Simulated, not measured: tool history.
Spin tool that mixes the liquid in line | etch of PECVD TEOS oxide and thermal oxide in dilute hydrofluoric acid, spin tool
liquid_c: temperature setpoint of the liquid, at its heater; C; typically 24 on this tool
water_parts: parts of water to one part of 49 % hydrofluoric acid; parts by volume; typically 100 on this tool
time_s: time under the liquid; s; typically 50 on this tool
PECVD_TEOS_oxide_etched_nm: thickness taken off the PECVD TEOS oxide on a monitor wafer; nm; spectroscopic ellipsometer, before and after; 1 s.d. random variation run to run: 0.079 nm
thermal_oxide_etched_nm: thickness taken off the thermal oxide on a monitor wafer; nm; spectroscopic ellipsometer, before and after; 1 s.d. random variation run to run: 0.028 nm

run    hour  liquid_c  water_parts  time_s  read-back film thickness of the PECVD TEOS oxide reference wafer, read on the same gauge (nm)  read-back film thickness of the thermal oxide reference wafer, read on the same gauge (nm)  PECVD_TEOS_oxide_etched_nm  thermal_oxide_etched_nm
  1       0        24          100      50                                                                                         139.99                                                                                      69.956                         9.5                    2.775
  2    56.2        24          100      50                                                                                         139.98                                                                                      69.977                        9.47                    2.793
  3   141.4        24          100      65                                                                                         140.03                                                                                      69.958                       12.32                    3.596
  4   204.5        24          100      65                                                                                            140                                                                                      69.973                       12.63                    3.653
  5     267        21          100      50                                                                                            140                                                                                      70.025                        8.51                    2.497
  6   330.5        24          100      50                                                                                            140                                                                                       69.97                        9.73                    2.799
  7   419.4        24           85      50                                                                                         139.99                                                                                       70.05                       11.81                    3.351
  8   519.2        24           85      50                                                                                         140.01                                                                                      70.035                       11.44                    3.364
  9   572.7        24           85      50                                                                                         140.01                                                                                      69.996                       11.61                    3.326
      593.9  -- gauge calibrated
 10   658.1        24          125      50                                                                                         139.98                                                                                      70.013                        7.52                    2.212
 11   709.6        24          125      50                                                                                         139.99                                                                                      70.008                        7.49                    2.214
 12   799.8        24          100      50                                                                                         139.98                                                                                      69.982                        9.62                    2.875
 13   879.2        24          100      30                                                                                         140.01                                                                                      70.011                        5.87                    1.694
 14   967.8      22.5           65      60                                                                                         139.99                                                                                      69.981                        17.9                    5.274
      993.2  -- thermometer replaced
 15  1019.2      19.5          145      50                                                                                            140                                                                                      69.985                        5.69                    1.662
 16  1096.5        24          100      50                                                                                         140.02                                                                                      69.976                       10.37                    3.018
 17  1142.6        24           85      50                                                                                            140                                                                                      70.033                       12.34                    3.595

Run 18 comes next. What will it give?
     1183.5  -- hydrofluoric acid flow meter replaced
 18  1230.9        24          100      50                                                                                              ?                                                                                           ?                           ?                        ?

read-back film thickness of the PECVD TEOS oxide reference wafer, read on the same gauge (nm): 139.98
read-back film thickness of the thermal oxide reference wafer, read on the same gauge (nm): 69.99
PECVD_TEOS_oxide_etched_nm: 10.42 nm
thermal_oxide_etched_nm: 2.994 nm
Minus the tool's unlogged condition, the same run would have read PECVD_TEOS_oxide_etched_nm 9.19 nm, thermal_oxide_etched_nm 2.639 nm.
